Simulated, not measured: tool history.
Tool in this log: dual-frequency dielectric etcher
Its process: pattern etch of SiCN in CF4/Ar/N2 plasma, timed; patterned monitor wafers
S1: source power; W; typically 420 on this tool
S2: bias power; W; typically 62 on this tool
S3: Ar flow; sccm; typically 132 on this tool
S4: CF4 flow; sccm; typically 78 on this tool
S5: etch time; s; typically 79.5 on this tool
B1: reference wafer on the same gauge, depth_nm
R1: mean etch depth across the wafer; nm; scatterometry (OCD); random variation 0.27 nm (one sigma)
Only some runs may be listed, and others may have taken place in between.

run	day	S1	S2	S3	S4	S5	B1	R1
1	0	420	65	132	78	87.5	51.8	62.8
2	3.012	420	65	132	78	87.5	51.9	62.9
# day 4.533: wet clean of the chamber
3	5.942	390	55	132	78	79.5	51.8	54.3
4	10.171	390	55	132	78	79.5	51.9	53.1
5	12.2	390	55	132	78	79.5	51.8	53.3
6	15.1	420	62	132	78	79.5	51.9	58.1
7	18.617	420	62	132	78	79.5	51.9	57.7
8	22.879	420	62	132	78	79.5	52	57.7
# day 24.246: bias power generator calibrated
9	24.533	420	62	132	78	79.5	51.8	56.9
# day 27.338: wet clean of the chamber
10	28.375	420	62	132	78	79.5	52	55.3
# day 28.65: source power generator calibrated
11	30.317	330	68	132	87	89.5	51.9	58.1
12	33.2	420	62	132	78	79.5	51.9	55
# day 34.696: wet clean of the chamber, repeated, since the last time left the tool worse
13	36.433	500	46	160	92	79.5	51.8	57
# day 38.529: CF4 flow controller replaced
# day 39.088: gauge calibrated
14	40.779	420	62	132	78	79.5	51.9	57.7
# day 41.362: Ar flow controller replaced
# day 42.571: upper electrode replaced
15	44.342	390	55	132	78	79.5	51.9	52.1
16	48.392	490	73	132	62	89.5	51.9	71.8
17	50.171	420	62	132	78	94.5	51.9	67.4
# day 53.021: wet clean of the chamber
18	53.575	420	76	132	86	79.5	51.9	64.9
19	56.483	510	62	132	78	79.5	51.9	65.1
20	58.946	420	62	154	78	79.5	51.9	56.5

Forecast each of these 4 alternatives for the next run:
A	58.962	420	62	132	78	79.5	?	?
B	58.962	420	74	115	78	89.5	?	?
C	58.962	450	62	132	78	79.5	?	?
D	58.962	420	62	132	68	58.5	?	?

run	B1	R1
A	52	58.4
B	52	72.2
C	52	60.6
D	52	41.7
What these runs would have given with no unlogged condition in the tool:
run	R1
A	59
B	73
C	61.3
D	42.1
